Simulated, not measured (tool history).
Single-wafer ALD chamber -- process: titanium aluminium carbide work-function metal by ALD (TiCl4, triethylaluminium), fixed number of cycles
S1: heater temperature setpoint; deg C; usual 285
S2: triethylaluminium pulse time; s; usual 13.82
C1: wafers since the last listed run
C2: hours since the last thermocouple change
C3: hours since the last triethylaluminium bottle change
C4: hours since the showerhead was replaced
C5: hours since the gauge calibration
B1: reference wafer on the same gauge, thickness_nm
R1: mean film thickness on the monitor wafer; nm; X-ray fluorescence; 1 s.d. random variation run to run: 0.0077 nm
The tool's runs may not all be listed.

run	hour	S1	S2	C1	C2	C3	C4	C5	B1	R1
1	0	275	13.82	0	1401.1	403.3	2501.6	943.1	1.992	1.613
2	78.6	275	13.82	759	1479.7	481.9	2580.2	1021.7	1.991	1.612
3	131.3	285	15.2	509	1532.4	534.6	2632.9	1074.4	1.988	1.699
4	200.8	285	15.2	671	1601.9	604.1	2702.4	1143.9	1.988	1.695
5	252.8	285	15.2	502	1653.9	656.1	2754.4	1195.9	1.991	1.695
# hour 264.4: gauge calibrated
6	337.8	285	13.82	821	1738.9	741.1	2839.4	73.4	1.99	1.691
7	442	285	13.82	1006	1843.1	845.3	2943.6	177.6	1.991	1.701
8	541.7	285	13.82	963	1942.8	945	3043.3	277.3	1.991	1.695
9	629.3	285	13.82	846	2030.4	1032.6	3130.9	364.9	1.991	1.703
# hour 720.7: thermocouple changed; heater temperature recalibrated
10	721.2	285	13.82	810	0.5	1124.5	3222.8	456.8	1.991	1.7
11	801.5	285	13.82	775	80.8	1204.8	3303.1	537.1	1.989	1.708
12	848.9	285	13.82	458	128.2	1252.2	3350.5	584.5	1.988	1.699
# hour 961.1: showerhead replaced
13	994.4	285	13.82	1328	273.7	1397.7	33.3	730	1.99	1.7
14	1079.8	280	17.24	825	359.1	1483.1	118.7	815.4	1.99	1.659
15	1176.4	280	17.61	933	455.7	1579.7	215.3	912	1.99	1.667
16	1274.4	278	10.12	946	553.7	1677.7	313.3	1010	1.988	1.611
# hour 1289.2: triethylaluminium bottle replaced
17	1346.2	271	9.07	616	625.5	57	385.1	1081.8	1.989	1.518
18	1382.2	285	13.82	347	661.5	93	421.1	1117.8	1.989	1.691
19	1448.8	291	16.95	643	728.1	159.6	487.7	1184.4	1.989	1.772
20	1521.5	297	13.82	702	800.8	232.3	560.4	1257.1	1.99	1.812
# hour 1555.2: gauge calibrated
21	1616.5	274	11.06	917	895.8	327.3	655.4	61.3	1.992	1.593
22	1817.5	285	9.3	1942	1096.8	528.3	856.4	262.3	1.991	1.659
23	1923.3	285	13.82	1022	1202.6	634.1	962.2	368.1	1.993	1.693
24	2015	285	13.82	886	1294.3	725.8	1053.9	459.8	1.99	1.703
25	2070.8	278	18.87	539	1350.1	781.6	1109.7	515.6	1.989	1.644
26	2123	285	13.82	504	1402.3	833.8	1161.9	567.8	1.99	1.702

Here are 3 independent what-if runs from the current tool condition. What would each one return?
A	2123.4	285	17.8	3	1402.7	834.2	1162.3	568.2	?	?
B	2123.4	271	11.04	3	1402.7	834.2	1162.3	568.2	?	?
C	2123.4	285	10.25	3	1402.7	834.2	1162.3	568.2	?	?

run	B1	R1
A	1.99	1.707
B	1.99	1.555
C	1.99	1.667
The same runs, with their run-to-run variation unchanged, on a tool lacking any hidden condition would have given:
run	R1
A	1.707
B	1.555
C	1.667
